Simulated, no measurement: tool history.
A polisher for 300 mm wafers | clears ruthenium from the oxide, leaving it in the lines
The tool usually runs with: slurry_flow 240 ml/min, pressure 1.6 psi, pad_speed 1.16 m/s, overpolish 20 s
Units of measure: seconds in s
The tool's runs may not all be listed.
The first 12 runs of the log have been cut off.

run	day	slurry_flow	pressure	pad_speed	overpolish	wafers since the last listed run	wafers polished on this pad	hours since the slurry nozzle was cleaned	hours since the head pressure was calibrated	incoming thickness of the incoming film, nm	seconds
13	51.625	240	1.6	1.16	20	325	1527	558.7	122.6	141.0	111.2
14	55.654	240	1.6	1.16	20	477	2005	655.4	219.3	141.1	110.7
# day 57.192: slurry nozzle cleaned
# day 59.175: worn pad replaced by a new one
15	59.258	240	1.6	1.16	20	402	9	49.6	305.8	139.9	108.0
16	62.212	240	1.6	1.16	29	350	360	120.5	376.7	139.9	106.8
17	65.025	240	1.6	1.16	29	333	693	188.0	444.2	139.4	105.2
18	67.358	200	1.6	1.44	30	276	970	244.0	500.2	141.3	91.8
19	69.725	240	1.6	1.16	20	280	1250	300.8	557.0	139.8	103.7
20	71.975	240	1.6	1.16	20	266	1517	354.8	611.0	142.0	103.9
21	74.888	270	1.3	0.96	24	345	1863	424.7	680.9	138.6	138.6
22	77.054	290	1.0	1.26	32	256	2119	476.7	732.9	138.3	146.3
23	79.071	240	2.1	1.16	12	239	2359	525.1	781.3	140.7	74.8
# day 79.592: head pressure recalibrated
24	80.929	240	1.6	1.16	20	210	2569	569.7	32.1	139.3	111.2
25	84.396	310	1.6	1.16	20	411	2980	652.9	115.3	139.0	108.6
# day 84.912: worn pad replaced by a new one
26	86.688	240	1.6	1.16	20	251	210	707.9	170.3	137.5	109.2
# day 87.192: slurry nozzle cleaned
27	91.254	285	1.3	1.16	26	536	747	97.5	279.9	137.0	132.7
28	94.992	160	1.1	0.98	26	443	1190	187.2	369.6	140.6	190.8
29	98.233	240	1.6	1.54	29	384	1574	265.0	447.4	140.1	88.6
30	100.712	240	1.6	1.16	20	293	1868	324.5	506.9	142.0	108.7
31	103.700	240	1.6	1.16	12	354	2222	396.2	578.6	138.3	102.4
# day 106.846: worn pad replaced by a new one
32	106.867	165	1.6	1.16	26	355	2	472.2	654.6	139.3	104.3
# day 108.425: head pressure recalibrated
33	109.721	240	1.6	1.16	20	328	331	540.7	31.1	139.5	108.5
34	113.717	295	1.9	1.16	20	473	804	636.6	127.0	139.4	88.8
35	115.400	175	1.0	0.94	10	199	1004	677.0	167.4	140.5	209.6

Predict each of these 5 candidate next runs independently; none follows another, all start after run 35:
A	115.421	240	1.6	1.16	20	2	1006	677.5	167.9	140.8	?
B	115.421	275	2.2	1.46	20	2	1006	677.5	167.9	140.8	?
C	115.421	180	1.6	0.98	29	2	1006	677.5	167.9	140.8	?
D	115.421	165	2.0	0.90	20	2	1006	677.5	167.9	140.8	?
E	115.421	240	1.8	1.16	30	2	1006	677.5	167.9	140.8	?

run	seconds
A	107.0
B	64.7
C	124.4
D	106.5
E	95.1
Had the tool no hidden state, the same runs would have come out as:
run	seconds
A	109.4
B	66.1
C	127.1
D	108.9
E	97.2

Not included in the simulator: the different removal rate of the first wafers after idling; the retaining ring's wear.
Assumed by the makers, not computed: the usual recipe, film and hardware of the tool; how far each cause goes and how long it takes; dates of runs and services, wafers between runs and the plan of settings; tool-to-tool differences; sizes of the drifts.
